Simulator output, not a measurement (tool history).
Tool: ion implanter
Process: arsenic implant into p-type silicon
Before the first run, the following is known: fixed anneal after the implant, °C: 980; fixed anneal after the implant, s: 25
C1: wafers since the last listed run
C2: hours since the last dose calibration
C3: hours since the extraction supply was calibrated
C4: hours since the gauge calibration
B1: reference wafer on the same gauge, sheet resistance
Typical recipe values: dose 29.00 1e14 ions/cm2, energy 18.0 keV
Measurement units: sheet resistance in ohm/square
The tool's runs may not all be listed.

{"run": 1, "day": 0.0, "dose": 29.0, "energy": 18.0, "C1": 0, "C2": 626.5, "C3": 1279.6, "C4": 143.9, "B1": 109.67, "sheet resistance": 120.99}
{"run": 2, "day": 2.662, "dose": 29.0, "energy": 18.0, "C1": 1268, "C2": 690.4, "C3": 1343.5, "C4": 207.8, "B1": 109.61, "sheet resistance": 120.81}
{"run": 3, "day": 4.625, "dose": 29.0, "energy": 18.0, "C1": 935, "C2": 737.5, "C3": 1390.6, "C4": 254.9, "B1": 109.72, "sheet resistance": 120.76}
{"run": 4, "day": 6.4, "dose": 29.0, "energy": 18.0, "C1": 845, "C2": 780.1, "C3": 1433.2, "C4": 297.5, "B1": 109.65, "sheet resistance": 121.47}
{"run": 5, "day": 8.021, "dose": 29.0, "energy": 18.0, "C1": 772, "C2": 819.0, "C3": 1472.1, "C4": 336.4, "B1": 109.68, "sheet resistance": 120.57}
{"run": 6, "day": 10.8, "dose": 29.0, "energy": 18.0, "C1": 1324, "C2": 885.7, "C3": 1538.8, "C4": 403.1, "B1": 109.59, "sheet resistance": 121.11}
{"run": 7, "day": 14.567, "dose": 29.0, "energy": 18.0, "C1": 1795, "C2": 976.1, "C3": 1629.2, "C4": 493.5, "B1": 109.51, "sheet resistance": 120.75}
{"run": 8, "day": 17.371, "dose": 23.8, "energy": 18.0, "C1": 1336, "C2": 1043.4, "C3": 1696.5, "C4": 560.8, "B1": 109.49, "sheet resistance": 123.05}
{"run": 9, "day": 20.917, "dose": 23.8, "energy": 18.0, "C1": 1689, "C2": 1128.5, "C3": 1781.6, "C4": 645.9, "B1": 109.44, "sheet resistance": 123.15}
{"run": 10, "day": 23.367, "dose": 23.8, "energy": 18.0, "C1": 1167, "C2": 1187.3, "C3": 1840.4, "C4": 704.7, "B1": 109.29, "sheet resistance": 123.28}
{"run": 11, "day": 25.208, "dose": 29.0, "energy": 18.0, "C1": 877, "C2": 1231.5, "C3": 1884.6, "C4": 748.9, "B1": 109.18, "sheet resistance": 120.34}
{"day": 26.279, "done": "Faraday cup replaced and dose calibrated"}
{"run": 12, "day": 29.367, "dose": 29.0, "energy": 18.0, "C1": 1822, "C2": 74.1, "C3": 1984.4, "C4": 848.7, "B1": 109.22, "sheet resistance": 120.37}
{"run": 13, "day": 31.179, "dose": 29.0, "energy": 18.0, "C1": 863, "C2": 117.6, "C3": 2027.9, "C4": 892.2, "B1": 109.07, "sheet resistance": 120.77}
{"run": 14, "day": 34.804, "dose": 29.0, "energy": 18.0, "C1": 1727, "C2": 204.6, "C3": 2114.9, "C4": 979.2, "B1": 109.03, "sheet resistance": 120.21}
{"run": 15, "day": 37.446, "dose": 29.0, "energy": 18.0, "C1": 1258, "C2": 268.0, "C3": 2178.3, "C4": 1042.6, "B1": 108.93, "sheet resistance": 119.8}
{"run": 16, "day": 39.929, "dose": 29.0, "energy": 14.5, "C1": 1183, "C2": 327.6, "C3": 2237.9, "C4": 1102.2, "B1": 108.78, "sheet resistance": 128.54}
{"run": 17, "day": 41.612, "dose": 29.0, "energy": 14.5, "C1": 802, "C2": 368.0, "C3": 2278.3, "C4": 1142.6, "B1": 108.72, "sheet resistance": 128.95}
{"run": 18, "day": 45.333, "dose": 35.91, "energy": 14.5, "C1": 1773, "C2": 457.3, "C3": 2367.6, "C4": 1231.9, "B1": 108.52, "sheet resistance": 125.86}
{"run": 19, "day": 56.575, "dose": 25.34, "energy": 16.0, "C1": 5357, "C2": 727.1, "C3": 2637.4, "C4": 1501.7, "B1": 107.95, "sheet resistance": 126.01}
{"run": 20, "day": 58.467, "dose": 29.0, "energy": 23.5, "C1": 901, "C2": 772.5, "C3": 2682.8, "C4": 1547.1, "B1": 107.9, "sheet resistance": 106.85}
{"run": 21, "day": 62.617, "dose": 29.0, "energy": 14.0, "C1": 1977, "C2": 872.1, "C3": 2782.4, "C4": 1646.7, "B1": 107.58, "sheet resistance": 128.53}
{"run": 22, "day": 64.4, "dose": 29.0, "energy": 18.0, "C1": 849, "C2": 914.9, "C3": 2825.2, "C4": 1689.5, "B1": 107.5, "sheet resistance": 118.74}
{"day": 67.092, "done": "Faraday cup replaced and dose calibrated"}
{"run": 23, "day": 68.188, "dose": 29.0, "energy": 18.0, "C1": 1646, "C2": 26.3, "C3": 2916.1, "C4": 1780.4, "B1": 107.29, "sheet resistance": 118.12}
{"day": 70.008, "done": "gauge calibrated"}
{"run": 24, "day": 70.475, "dose": 26.38, "energy": 13.0, "C1": 1090, "C2": 81.2, "C3": 2971.0, "C4": 11.2, "B1": 109.82, "sheet resistance": 135.56}
{"run": 25, "day": 74.196, "dose": 29.0, "energy": 18.0, "C1": 1773, "C2": 170.5, "C3": 3060.3, "C4": 100.5, "B1": 109.79, "sheet resistance": 120.86}
{"run": 26, "day": 77.862, "dose": 22.32, "energy": 15.5, "C1": 1747, "C2": 258.5, "C3": 3148.3, "C4": 188.5, "B1": 110.0, "sheet resistance": 131.15}
{"day": 79.833, "done": "extraction supply calibrated"}
{"run": 27, "day": 79.854, "dose": 37.02, "energy": 18.0, "C1": 790, "C2": 306.3, "C3": 0.5, "C4": 236.3, "B1": 109.92, "sheet resistance": 117.97}
{"run": 28, "day": 84.142, "dose": 29.0, "energy": 18.0, "C1": 2043, "C2": 409.2, "C3": 103.4, "C4": 339.2, "B1": 109.67, "sheet resistance": 121.05}
{"run": 29, "day": 87.767, "dose": 24.59, "energy": 23.0, "C1": 1727, "C2": 496.2, "C3": 190.4, "C4": 426.2, "B1": 109.75, "sheet resistance": 111.64}
{"run": 30, "day": 90.138, "dose": 29.0, "energy": 18.0, "C1": 1129, "C2": 553.1, "C3": 247.3, "C4": 483.1, "B1": 109.71, "sheet resistance": 121.05}
{"run": 31, "day": 92.579, "dose": 29.0, "energy": 18.0, "C1": 1163, "C2": 611.7, "C3": 305.9, "C4": 541.7, "B1": 109.64, "sheet resistance": 120.57}
{"run": 32, "day": 95.158, "dose": 32.81, "energy": 20.5, "C1": 1229, "C2": 673.6, "C3": 367.8, "C4": 603.6, "B1": 109.54, "sheet resistance": 113.05}
{"run": 33, "day": 96.888, "dose": 29.0, "energy": 18.0, "C1": 824, "C2": 715.1, "C3": 409.3, "C4": 645.1, "B1": 109.6, "sheet resistance": 120.87}
{"run": 34, "day": 98.9, "dose": 22.91, "energy": 18.0, "C1": 959, "C2": 763.4, "C3": 457.6, "C4": 693.4, "B1": 109.45, "sheet resistance": 123.89}
{"run": 35, "day": 100.575, "dose": 34.49, "energy": 21.0, "C1": 798, "C2": 803.6, "C3": 497.8, "C4": 733.6, "B1": 109.51, "sheet resistance": 111.7}
{"run": 36, "day": 102.929, "dose": 33.38, "energy": 21.5, "C1": 1121, "C2": 860.1, "C3": 554.3, "C4": 790.1, "B1": 109.45, "sheet resistance": 110.81}
{"run": 37, "day": 105.142, "dose": 33.6, "energy": 13.5, "C1": 1054, "C2": 913.2, "C3": 607.4, "C4": 843.2, "B1": 109.43, "sheet resistance": 129.29}

Predict each of these 4 candidate next runs independently; none follows another, all start after run 37:
{"run": "A", "day": 105.158, "dose": 29.0, "energy": 18.0, "C1": 7, "C2": 913.6, "C3": 607.8, "C4": 843.6, "B1": "?", "sheet resistance": "?"}
{"run": "B", "day": 105.158, "dose": 24.87, "energy": 20.5, "C1": 7, "C2": 913.6, "C3": 607.8, "C4": 843.6, "B1": "?", "sheet resistance": "?"}
{"run": "C", "day": 105.158, "dose": 34.07, "energy": 18.0, "C1": 7, "C2": 913.6, "C3": 607.8, "C4": 843.6, "B1": "?", "sheet resistance": "?"}
{"run": "D", "day": 105.158, "dose": 20.66, "energy": 14.5, "C1": 7, "C2": 913.6, "C3": 607.8, "C4": 843.6, "B1": "?", "sheet resistance": "?"}

run=A B1=109.41 sheet_resistance=120.58
run=B B1=109.41 sheet_resistance=116.48
run=C B1=109.41 sheet_resistance=118.46
run=D B1=109.41 sheet_resistance=134.96
With the hidden condition removed and each run's random variation left untouched, the same runs would have given:
run=A sheet_resistance=121.30
run=B sheet_resistance=117.17
run=C sheet_resistance=119.16
run=D sheet_resistance=135.76

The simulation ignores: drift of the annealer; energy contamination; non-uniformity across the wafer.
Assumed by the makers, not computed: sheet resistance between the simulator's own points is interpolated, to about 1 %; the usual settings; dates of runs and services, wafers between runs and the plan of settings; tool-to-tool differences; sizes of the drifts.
